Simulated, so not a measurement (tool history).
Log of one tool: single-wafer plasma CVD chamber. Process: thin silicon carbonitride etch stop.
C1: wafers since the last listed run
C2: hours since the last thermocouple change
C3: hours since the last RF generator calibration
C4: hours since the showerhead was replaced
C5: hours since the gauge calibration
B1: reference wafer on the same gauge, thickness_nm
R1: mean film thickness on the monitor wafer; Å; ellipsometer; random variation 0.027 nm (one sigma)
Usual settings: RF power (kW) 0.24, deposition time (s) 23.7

Run 1, hour 0: usual settings; C1 0; C2 311.4; C3 1497.5; C4 3075.7; C5 2346.8; B1 13.702. Result: R1 130.6 Å.
Run 2, hour 25.6: usual settings but deposition time (s) 20.8; C1 654; C2 337; C3 1523.1; C4 3101.3; C5 2372.4; B1 13.704. Result: R1 114.74 Å.
Run 3, hour 90.8: usual settings but RF power (kW) 0.22; C1 1666; C2 402.2; C3 1588.3; C4 3166.5; C5 2437.6; B1 13.697. Result: R1 127.73 Å.
Run 4, hour 119.2: usual settings; C1 725; C2 430.6; C3 1616.7; C4 3194.9; C5 2466; B1 13.7. Result: R1 130.18 Å.
Run 5, hour 164.7: usual settings; C1 1163; C2 476.1; C3 1662.2; C4 3240.4; C5 2511.5; B1 13.699. Result: R1 130.18 Å.
At hour 181.6: showerhead replaced.
Run 6, hour 209.9: usual settings; C1 950; C2 521.3; C3 1707.4; C4 28.3; C5 2556.7; B1 13.696. Result: R1 130.2 Å.
Run 7, hour 239.4: usual settings but RF power (kW) 0.2; C1 754; C2 550.8; C3 1736.9; C4 57.8; C5 2586.2; B1 13.703. Result: R1 124.6 Å.
Run 8, hour 293: usual settings but RF power (kW) 0.2; C1 1370; C2 604.4; C3 1790.5; C4 111.4; C5 2639.8; B1 13.693. Result: R1 124.06 Å.
At hour 318.5: RF generator calibrated.
Run 9, hour 344.1: usual settings; C1 1101; C2 655.5; C3 25.6; C4 162.5; C5 2690.9; B1 13.702. Result: R1 132.14 Å.
Run 10, hour 391.9: usual settings but RF power (kW) 0.225; C1 1221; C2 703.3; C3 73.4; C4 210.3; C5 2738.7; B1 13.697. Result: R1 129.79 Å.
Run 11, hour 417.3: usual settings but RF power (kW) 0.225; C1 649; C2 728.7; C3 98.8; C4 235.7; C5 2764.1; B1 13.705. Result: R1 130.1 Å.
Run 12, hour 479.6: usual settings; C1 1592; C2 791; C3 161.1; C4 298; C5 2826.4; B1 13.705. Result: R1 132.06 Å.
Run 13, hour 507: usual settings but RF power (kW) 0.215, deposition time (s) 21.8; C1 700; C2 818.4; C3 188.5; C4 325.4; C5 2853.8; B1 13.709. Result: R1 118.98 Å.
Run 14, hour 567.2: usual settings but RF power (kW) 0.21, deposition time (s) 21.4; C1 1538; C2 878.6; C3 248.7; C4 385.6; C5 2914; B1 13.702. Result: R1 115.45 Å.
Run 15, hour 593.8: usual settings; C1 679; C2 905.2; C3 275.3; C4 412.2; C5 2940.6; B1 13.697. Result: R1 132.62 Å.
At hour 644.8: gauge calibrated.
Run 16, hour 665.3: usual settings; C1 1827; C2 976.7; C3 346.8; C4 483.7; C5 20.5; B1 13.696. Result: R1 132.05 Å.
Run 17, hour 731.1: usual settings but RF power (kW) 0.275, deposition time (s) 19.8; C1 1682; C2 1042.5; C3 412.6; C4 549.5; C5 86.3; B1 13.699. Result: R1 114.11 Å.
Run 18, hour 759.2: usual settings but RF power (kW) 0.27, deposition time (s) 20.1; C1 718; C2 1070.6; C3 440.7; C4 577.6; C5 114.4; B1 13.699. Result: R1 115.29 Å.
At hour 797.8: thermocouple changed; heater temperature recalibrated.
Run 19, hour 825.4: usual settings but RF power (kW) 0.255, deposition time (s) 20.5; C1 1487; C2 27.6; C3 506.9; C4 643.8; C5 180.6; B1 13.693. Result: R1 115.89 Å.
Run 20, hour 876.3: usual settings but RF power (kW) 0.21, deposition time (s) 25.2; C1 1301; C2 78.5; C3 557.8; C4 694.7; C5 231.5; B1 13.701. Result: R1 135.71 Å.
Run 21, hour 911.1: usual settings but RF power (kW) 0.26, deposition time (s) 27.8; C1 889; C2 113.3; C3 592.6; C4 729.5; C5 266.3; B1 13.7. Result: R1 158.02 Å.
Run 22, hour 971.8: usual settings but RF power (kW) 0.26, deposition time (s) 20.7; C1 1551; C2 174; C3 653.3; C4 790.2; C5 327; B1 13.697. Result: R1 118.04 Å.
Run 23, hour 1041.5: usual settings; C1 1781; C2 243.7; C3 723; C4 859.9; C5 396.7; B1 13.699. Result: R1 131.92 Å.
Run 24, hour 1099.3: usual settings but RF power (kW) 0.195, deposition time (s) 20.6; C1 1477; C2 301.5; C3 780.8; C4 917.7; C5 454.5; B1 13.699. Result: R1 109.03 Å.
Run 25, hour 1151.4: usual settings but RF power (kW) 0.195, deposition time (s) 19.2; C1 1331; C2 353.6; C3 832.9; C4 969.8; C5 506.6; B1 13.702. Result: R1 101.3 Å.
Run 26, hour 1220.5: usual settings but deposition time (s) 28.4; C1 1766; C2 422.7; C3 902; C4 1038.9; C5 575.7; B1 13.688. Result: R1 157.83 Å.
Run 27, hour 1249.3: usual settings but RF power (kW) 0.265, deposition time (s) 20.5; C1 736; C2 451.5; C3 930.8; C4 1067.7; C5 604.5; B1 13.69. Result: R1 116.98 Å.
Run 28, hour 1304.2: usual settings but RF power (kW) 0.265, deposition time (s) 19.6; C1 1403; C2 506.4; C3 985.7; C4 1122.6; C5 659.4; B1 13.702. Result: R1 111.51 Å.
Run 29, hour 1351.6: usual settings; C1 1211; C2 553.8; C3 1033.1; C4 1170; C5 706.8; B1 13.696. Result: R1 131.68 Å.
Run 30, hour 1399.1: usual settings but RF power (kW) 0.28, deposition time (s) 27.3; C1 1214; C2 601.3; C3 1080.6; C4 1217.5; C5 754.3; B1 13.703. Result: R1 157.63 Å.
Run 31, hour 1462.6: usual settings; C1 1623; C2 664.8; C3 1144.1; C4 1281; C5 817.8; B1 13.701. Result: R1 131.27 Å.
Run 32, hour 1511: usual settings but RF power (kW) 0.255, deposition time (s) 27.4; C1 1237; C2 713.2; C3 1192.5; C4 1329.4; C5 866.2; B1 13.711. Result: R1 153.97 Å.
Run 33, hour 1555.9: usual settings but deposition time (s) 22.1; C1 1147; C2 758.1; C3 1237.4; C4 1374.3; C5 911.1; B1 13.703. Result: R1 122.08 Å.
Run 34, hour 1595.8: usual settings but RF power (kW) 0.205, deposition time (s) 25.1; C1 1019; C2 798; C3 1277.3; C4 1414.2; C5 951; B1 13.694. Result: R1 134.23 Å.
Run 35, hour 1660.3: usual settings; C1 1648; C2 862.5; C3 1341.8; C4 1478.7; C5 1015.5; B1 13.688. Result: R1 130.95 Å.

What the log doesn't show, run by run:
wafer temperature above the value expected at the setpoint (K): 0 in every run
gauge reads high (%): 0 in every run
H1: delivered RF power above the setpoint (%)
run      H1
  1    -5.6
  2   -5.75
  3   -6.16
  4   -6.34
  5   -6.64
  6   -6.94
  7   -7.14
  8   -7.52
  9  -0.517
 10  -0.527
 11  -0.535
 12  -0.568
 13  -0.587
 14  -0.639
 15  -0.667
 16  -0.756
 17  -0.855
 18  -0.903
 19   -1.03
 20   -1.14
 21   -1.22
 22   -1.37
 23   -1.56
 24   -1.73
 25    -1.9
 26   -2.14
 27   -2.24
 28   -2.45
 29   -2.64
 30   -2.84
 31   -3.13
 32   -3.35
 33   -3.57
 34   -3.77
 35   -4.11
